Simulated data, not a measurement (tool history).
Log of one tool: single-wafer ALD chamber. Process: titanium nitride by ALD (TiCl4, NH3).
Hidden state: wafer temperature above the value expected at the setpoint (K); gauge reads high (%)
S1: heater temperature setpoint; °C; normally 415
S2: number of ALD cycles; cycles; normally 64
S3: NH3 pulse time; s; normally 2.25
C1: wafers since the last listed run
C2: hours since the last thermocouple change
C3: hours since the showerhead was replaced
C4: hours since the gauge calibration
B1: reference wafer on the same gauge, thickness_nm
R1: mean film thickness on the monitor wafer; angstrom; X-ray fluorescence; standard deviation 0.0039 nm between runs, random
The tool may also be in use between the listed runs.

run,hour,S1,S2,S3,C1,C2,C3,C4,B1,R1
1,0.0,415,64,2.25,0,342.7,4705.2,193.0,1.240,15.43
2,21.6,415,64,2.25,108,364.3,4726.8,214.6,1.240,15.45
3,35.4,415,64,2.89,69,378.1,4740.6,228.4,1.240,15.45
4,54.0,415,64,2.89,93,396.7,4759.2,247.0,1.240,15.49
5,67.3,415,64,2.25,66,410.0,4772.5,260.3,1.240,15.46
6,87.9,415,67,2.25,103,430.6,4793.1,280.9,1.240,16.12
7,106.6,415,64,2.25,94,449.3,4811.8,299.6,1.241,15.45
8,140.1,415,64,2.25,168,482.8,4845.3,333.1,1.240,15.43
9,206.7,415,64,2.25,335,549.4,4911.9,399.7,1.241,15.43
10,235.0,415,64,2.25,142,577.7,4940.2,428.0,1.240,15.52
11,309.3,415,64,2.25,373,652.0,5014.5,502.3,1.240,15.40
12,343.3,415,64,2.25,171,686.0,5048.5,536.3,1.240,15.48
13,370.7,415,64,2.25,137,713.4,5075.9,563.7,1.240,15.45
14,406.1,429,64,2.25,178,748.8,5111.3,599.1,1.240,15.40
15,426.6,409,70,2.25,103,769.3,5131.8,619.6,1.240,16.90
16,452.8,415,64,2.25,131,795.5,5158.0,645.8,1.240,15.43
17,487.7,415,64,2.25,175,830.4,5192.9,680.7,1.240,15.40
# hour 507.5: gauge calibrated
# hour 518.2: thermocouple changed; heater temperature recalibrated
18,518.7,410,64,2.48,115,0.5,5223.9,11.2,1.240,15.46
19,534.3,415,64,2.66,78,16.1,5239.5,26.8,1.239,15.46
# hour 546.5: showerhead replaced
20,556.7,423,57,1.41,72,38.5,10.2,49.2,1.241,13.71
21,591.0,415,64,1.77,172,72.8,44.5,83.5,1.240,15.32
22,609.5,415,70,1.88,93,91.3,63.0,102.0,1.239,16.87
23,634.9,415,70,1.88,127,116.7,88.4,127.4,1.240,16.81
24,652.8,406,60,1.59,90,134.6,106.3,145.3,1.240,14.29
25,669.6,415,70,1.88,84,151.4,123.1,162.1,1.240,16.82
26,742.8,415,64,2.25,368,224.6,196.3,235.3,1.239,15.42
27,764.7,404,73,2.01,110,246.5,218.2,257.2,1.241,17.42

Hidden state at the last listed run before each entry between runs and at the first one after, where it differs:
Runs 17 to 18: gauge calibrated (hour 507.5); thermocouple changed; heater temperature recalibrated (hour 518.2)
  the hidden state is the same at both runs
Runs 19 to 20: showerhead replaced (hour 546.5)
  the hidden state is the same at both runs

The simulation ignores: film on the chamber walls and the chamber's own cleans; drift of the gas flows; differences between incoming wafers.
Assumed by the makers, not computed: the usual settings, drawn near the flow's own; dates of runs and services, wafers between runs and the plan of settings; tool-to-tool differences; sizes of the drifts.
